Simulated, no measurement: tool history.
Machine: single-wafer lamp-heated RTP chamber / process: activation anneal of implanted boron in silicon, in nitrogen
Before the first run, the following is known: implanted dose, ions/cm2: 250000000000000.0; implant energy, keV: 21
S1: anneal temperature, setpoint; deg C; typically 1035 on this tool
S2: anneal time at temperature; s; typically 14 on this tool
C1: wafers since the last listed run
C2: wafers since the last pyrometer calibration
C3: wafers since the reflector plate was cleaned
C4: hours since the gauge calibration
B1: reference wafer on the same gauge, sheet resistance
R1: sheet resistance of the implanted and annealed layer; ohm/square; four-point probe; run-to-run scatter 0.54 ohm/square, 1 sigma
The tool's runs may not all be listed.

Run 1, hour 0: usual settings; C1 0; C2 427; C3 7637; C4 535.1; B1 374.11. Result: R1 364.15 ohm/square.
Run 2, hour 32.3: usual settings; C1 537; C2 964; C3 8175; C4 567.4; B1 373.94. Result: R1 363.53 ohm/square.
Run 3, hour 67.4: usual settings but S2 12 s; C1 584; C2 1549; C3 8760; C4 602.5; B1 374.26. Result: R1 363.59 ohm/square.
At hour 96.3: pyrometer window cleaned and pyrometer calibrated.
Run 4, hour 96.8: usual settings; C1 356; C2 8; C3 9116; C4 631.9; B1 374.27. Result: R1 364.36 ohm/square.
Run 5, hour 105.2: usual settings; C1 139; C2 148; C3 9256; C4 640.3; B1 374.11. Result: R1 363.33 ohm/square.
Run 6, hour 134.2: usual settings; C1 482; C2 631; C3 9739; C4 669.3; B1 374.4. Result: R1 364.12 ohm/square.
Run 7, hour 169.3: usual settings; C1 584; C2 1215; C3 10323; C4 704.4; B1 374.34. Result: R1 364.88 ohm/square.
At hour 195.9: gauge calibrated.
Run 8, hour 198.3: usual settings; C1 482; C2 1698; C3 10806; C4 2.4; B1 368.94. Result: R1 357.92 ohm/square.
At hour 223.6: pyrometer window cleaned and pyrometer calibrated.
Run 9, hour 224.1: usual settings but S1 1027 deg C; C1 296; C2 8; C3 11103; C4 28.2; B1 369.31. Result: R1 359.91 ohm/square.
At hour 233.3: reflector plate cleaned.
Run 10, hour 251.2: usual settings but S1 1027 deg C; C1 318; C2 326; C3 298; C4 55.3; B1 369.94. Result: R1 360.66 ohm/square.
Run 11, hour 277.9: usual settings but S1 1027 deg C; C1 444; C2 771; C3 742; C4 82; B1 370.41. Result: R1 360.88 ohm/square.
Run 12, hour 298: usual settings but S1 1012 deg C, S2 18 s; C1 334; C2 1105; C3 1077; C4 102.1; B1 370.62. Result: R1 362.57 ohm/square.
Run 13, hour 321.1: usual settings but S1 1017 deg C, S2 21 s; C1 384; C2 1490; C3 1462; C4 125.2; B1 370.92. Result: R1 361.7 ohm/square.
At hour 340.2: pyrometer window cleaned and pyrometer calibrated.
Run 14, hour 340.7: usual settings but S2 22 s; C1 193; C2 8; C3 1655; C4 144.8; B1 371.17. Result: R1 359 ohm/square.
Run 15, hour 362.2: usual settings but S1 1027 deg C, S2 19 s; C1 358; C2 366; C3 2013; C4 166.3; B1 371.54. Result: R1 361.36 ohm/square.
Run 16, hour 386.1: usual settings but S1 1050 deg C, S2 17 s; C1 398; C2 764; C3 2411; C4 190.2; B1 371.47. Result: R1 360.3 ohm/square.
Run 17, hour 412.4: usual settings; C1 437; C2 1202; C3 2849; C4 216.5; B1 372. Result: R1 362 ohm/square.
Run 18, hour 443.3: usual settings; C1 514; C2 1716; C3 3363; C4 247.4; B1 372.05. Result: R1 362.14 ohm/square.
At hour 468.9: pyrometer window cleaned and pyrometer calibrated.
Run 19, hour 469.4: usual settings but S2 19 s; C1 301; C2 8; C3 3665; C4 273.5; B1 372.34. Result: R1 361.4 ohm/square.
Run 20, hour 500: usual settings; C1 509; C2 518; C3 4174; C4 304.1; B1 372.24. Result: R1 362.59 ohm/square.
Run 21, hour 577: usual settings but S1 1024 deg C, S2 20 s; C1 1282; C2 1800; C3 5457; C4 381.1; B1 372.82. Result: R1 362.97 ohm/square.
At hour 606: pyrometer window cleaned and pyrometer calibrated.
Run 22, hour 609.9: usual settings; C1 414; C2 65; C3 5871; C4 414; B1 372.87. Result: R1 362.52 ohm/square.

Measured less the same run without the tool's hidden state. The same run-to-run variation is in both; the gauge's scatter may not be:
Hidden conditions of the tool in this case: true wafer temperature minus pyrometer reading, K; wafer temperature error from the tarnished reflector plate, K; gauge reads high (%).
run     R1
  1  +4.91
  2  +4.96
  3  +5.03
  4  +5.09
  5  +5.08
  6  +5.13
  7  +5.18
  8  -0.05
  9  +0.44
 10   +0.9
 11   +1.3
 12  +1.59
 13  +1.87
 14  +2.08
 15  +2.32
 16  +2.54
 17  +2.78
 18  +3.02
 19  +3.19
 20  +3.39
 21  +3.75
 22  +3.88

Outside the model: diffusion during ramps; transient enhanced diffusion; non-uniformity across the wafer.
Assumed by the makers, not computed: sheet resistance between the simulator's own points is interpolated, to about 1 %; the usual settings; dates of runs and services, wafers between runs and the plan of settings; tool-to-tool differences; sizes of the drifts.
